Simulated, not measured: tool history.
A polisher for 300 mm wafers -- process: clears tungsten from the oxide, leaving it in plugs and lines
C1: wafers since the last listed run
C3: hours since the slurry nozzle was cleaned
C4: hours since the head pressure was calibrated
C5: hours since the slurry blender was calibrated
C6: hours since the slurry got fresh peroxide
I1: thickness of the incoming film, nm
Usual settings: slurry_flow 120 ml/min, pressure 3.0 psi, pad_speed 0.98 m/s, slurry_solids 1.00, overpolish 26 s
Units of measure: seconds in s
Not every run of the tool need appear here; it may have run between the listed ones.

run 1 day=0.000 | slurry_flow=120 pressure=3.0 pad_speed=0.98 slurry_solids=1.00 overpolish=26 | C1=0 wafers_polished_on_this_pad=1816 C3=146.0 C4=77.1 C5=521.7 C6=302.7 | I1=291.3 | seconds=65.7
-- day=0.683 slurry blender recalibrated
run 2 day=2.742 | slurry_flow=120 pressure=3.0 pad_speed=0.98 slurry_solids=1.00 overpolish=26 | C1=376 wafers_polished_on_this_pad=2193 C3=211.8 C4=142.9 C5=49.4 C6=368.5 | I1=291.4 | seconds=69.9
run 3 day=5.525 | slurry_flow=120 pressure=3.0 pad_speed=0.84 slurry_solids=0.85 overpolish=26 | C1=394 wafers_polished_on_this_pad=2588 C3=278.6 C4=209.7 C5=116.2 C6=435.3 | I1=291.3 | seconds=81.0
-- day=6.504 worn pad replaced by a new one
run 4 day=6.900 | slurry_flow=140 pressure=3.0 pad_speed=1.30 slurry_solids=0.80 overpolish=41 | C1=171 wafers_polished_on_this_pad=56 C3=311.6 C4=242.7 C5=149.2 C6=468.3 | I1=293.3 | seconds=54.9
run 5 day=8.642 | slurry_flow=120 pressure=2.1 pad_speed=0.98 slurry_solids=1.00 overpolish=18 | C1=246 wafers_polished_on_this_pad=303 C3=353.4 C4=284.5 C5=191.0 C6=510.1 | I1=291.1 | seconds=99.5
-- day=9.288 slurry tank refilled with fresh slurry and peroxide
run 6 day=10.633 | slurry_flow=145 pressure=3.0 pad_speed=0.98 slurry_solids=1.30 overpolish=26 | C1=276 wafers_polished_on_this_pad=579 C3=401.2 C4=332.3 C5=238.8 C6=32.3 | I1=293.4 | seconds=66.7
-- day=11.546 slurry nozzle cleaned
run 7 day=12.979 | slurry_flow=90 pressure=3.0 pad_speed=1.18 slurry_solids=1.25 overpolish=37 | C1=326 wafers_polished_on_this_pad=906 C3=34.4 C4=388.6 C5=295.1 C6=88.6 | I1=286.9 | seconds=55.8
run 8 day=14.529 | slurry_flow=90 pressure=2.4 pad_speed=0.98 slurry_solids=1.00 overpolish=26 | C1=219 wafers_polished_on_this_pad=1126 C3=71.6 C4=425.8 C5=332.3 C6=125.8 | I1=287.3 | seconds=85.1
run 9 day=15.754 | slurry_flow=120 pressure=3.0 pad_speed=0.98 slurry_solids=1.00 overpolish=26 | C1=173 wafers_polished_on_this_pad=1299 C3=101.0 C4=455.2 C5=361.7 C6=155.2 | I1=296.2 | seconds=65.3
run 10 day=17.292 | slurry_flow=120 pressure=3.9 pad_speed=0.98 slurry_solids=1.00 overpolish=26 | C1=217 wafers_polished_on_this_pad=1517 C3=137.9 C4=492.1 C5=398.6 C6=192.1 | I1=289.7 | seconds=52.7
run 11 day=18.871 | slurry_flow=155 pressure=3.0 pad_speed=0.84 slurry_solids=0.85 overpolish=14 | C1=223 wafers_polished_on_this_pad=1741 C3=175.8 C4=530.0 C5=436.5 C6=230.0 | I1=293.1 | seconds=78.7
-- day=19.600 head pressure recalibrated
-- day=20.512 slurry blender recalibrated
run 12 day=20.533 | slurry_flow=120 pressure=3.0 pad_speed=0.98 slurry_solids=1.00 overpolish=26 | C1=212 wafers_polished_on_this_pad=1953 C3=215.7 C4=22.4 C5=0.5 C6=269.9 | I1=290.0 | seconds=67.3
run 13 day=22.892 | slurry_flow=95 pressure=3.0 pad_speed=0.80 slurry_solids=1.00 overpolish=26 | C1=334 wafers_polished_on_this_pad=2287 C3=272.3 C4=79.0 C5=57.1 C6=326.5 | I1=291.3 | seconds=86.5
-- day=24.712 worn pad replaced by a new one
run 14 day=28.229 | slurry_flow=85 pressure=3.0 pad_speed=0.98 slurry_solids=1.00 overpolish=33 | C1=733 wafers_polished_on_this_pad=498 C3=400.4 C4=207.1 C5=185.2 C6=454.6 | I1=289.2 | seconds=74.9
-- day=28.471 slurry tank refilled with fresh slurry and peroxide
-- day=32.858 slurry nozzle cleaned
run 15 day=35.171 | slurry_flow=140 pressure=3.0 pad_speed=1.22 slurry_solids=1.00 overpolish=26 | C1=972 wafers_polished_on_this_pad=1470 C3=55.5 C4=373.7 C5=351.8 C6=160.8 | I1=294.5 | seconds=55.0
run 16 day=37.117 | slurry_flow=85 pressure=3.0 pad_speed=1.32 slurry_solids=0.75 overpolish=17 | C1=275 wafers_polished_on_this_pad=1746 C3=102.2 C4=420.4 C5=398.5 C6=207.5 | I1=291.7 | seconds=57.4
run 17 day=39.221 | slurry_flow=120 pressure=3.0 pad_speed=0.98 slurry_solids=1.00 overpolish=26 | C1=298 wafers_polished_on_this_pad=2044 C3=152.7 C4=470.9 C5=449.0 C6=258.0 | I1=287.2 | seconds=66.5
-- day=40.471 slurry blender recalibrated
run 18 day=40.492 | slurry_flow=120 pressure=3.0 pad_speed=0.98 slurry_solids=1.00 overpolish=26 | C1=168 wafers_polished_on_this_pad=2213 C3=183.2 C4=501.4 C5=0.5 C6=288.5 | I1=293.2 | seconds=67.4
run 19 day=42.425 | slurry_flow=90 pressure=3.0 pad_speed=0.68 slurry_solids=1.00 overpolish=26 | C1=274 wafers_polished_on_this_pad=2487 C3=229.6 C4=547.8 C5=46.9 C6=334.9 | I1=291.8 | seconds=99.1
run 20 day=43.779 | slurry_flow=120 pressure=3.0 pad_speed=0.98 slurry_solids=1.00 overpolish=26 | C1=191 wafers_polished_on_this_pad=2679 C3=262.1 C4=580.3 C5=79.4 C6=367.4 | I1=286.4 | seconds=66.8
run 21 day=44.796 | slurry_flow=120 pressure=3.0 pad_speed=0.98 slurry_solids=1.00 overpolish=26 | C1=144 wafers_polished_on_this_pad=2823 C3=286.5 C4=604.7 C5=103.8 C6=391.8 | I1=289.1 | seconds=67.4
-- day=45.746 worn pad replaced by a new one
run 22 day=47.579 | slurry_flow=80 pressure=3.0 pad_speed=0.98 slurry_solids=1.00 overpolish=26 | C1=370 wafers_polished_on_this_pad=260 C3=353.3 C4=671.5 C5=170.6 C6=458.6 | I1=286.5 | seconds=73.5
-- day=47.946 head pressure recalibrated
-- day=48.104 slurry tank refilled with fresh slurry and peroxide
run 23 day=49.308 | slurry_flow=85 pressure=3.0 pad_speed=0.98 slurry_solids=1.00 overpolish=26 | C1=227 wafers_polished_on_this_pad=487 C3=394.8 C4=32.7 C5=212.1 C6=28.9 | I1=292.6 | seconds=74.3
run 24 day=51.854 | slurry_flow=120 pressure=3.0 pad_speed=1.14 slurry_solids=1.00 overpolish=26 | C1=360 wafers_polished_on_this_pad=848 C3=455.9 C4=93.8 C5=273.2 C6=90.0 | I1=288.6 | seconds=61.9
run 25 day=52.900 | slurry_flow=120 pressure=2.1 pad_speed=0.98 slurry_solids=1.00 overpolish=26 | C1=148 wafers_polished_on_this_pad=996 C3=481.0 C4=118.9 C5=298.3 C6=115.1 | I1=294.4 | seconds=106.2
run 26 day=55.083 | slurry_flow=120 pressure=3.0 pad_speed=0.98 slurry_solids=1.00 overpolish=26 | C1=309 wafers_polished_on_this_pad=1306 C3=533.4 C4=171.3 C5=350.7 C6=167.5 | I1=289.9 | seconds=72.2

Forecast each of these 4 alternatives for the next run:
run A day=55.104 | slurry_flow=120 pressure=3.0 pad_speed=0.98 slurry_solids=1.00 overpolish=20 | C1=2 wafers_polished_on_this_pad=1309 C3=533.9 C4=171.8 C5=351.2 C6=168.0 | I1=293.5 | seconds=?
run B day=55.104 | slurry_flow=120 pressure=3.8 pad_speed=0.98 slurry_solids=1.00 overpolish=26 | C1=2 wafers_polished_on_this_pad=1309 C3=533.9 C4=171.8 C5=351.2 C6=168.0 | I1=293.5 | seconds=?
run C day=55.104 | slurry_flow=120 pressure=3.0 pad_speed=0.98 slurry_solids=1.00 overpolish=42 | C1=2 wafers_polished_on_this_pad=1309 C3=533.9 C4=171.8 C5=351.2 C6=168.0 | I1=293.5 | seconds=?
run D day=55.104 | slurry_flow=120 pressure=3.8 pad_speed=0.98 slurry_solids=1.00 overpolish=33 | C1=2 wafers_polished_on_this_pad=1309 C3=533.9 C4=171.8 C5=351.2 C6=168.0 | I1=293.5 | seconds=?

run=A seconds=75.2
run=B seconds=59.3
run=C seconds=75.2
run=D seconds=59.3
The same runs, with their run-to-run variation unchanged, on a tool lacking any hidden condition would have given:
run=A seconds=67.3
run=B seconds=53.1
run=C seconds=67.3
run=D seconds=53.1
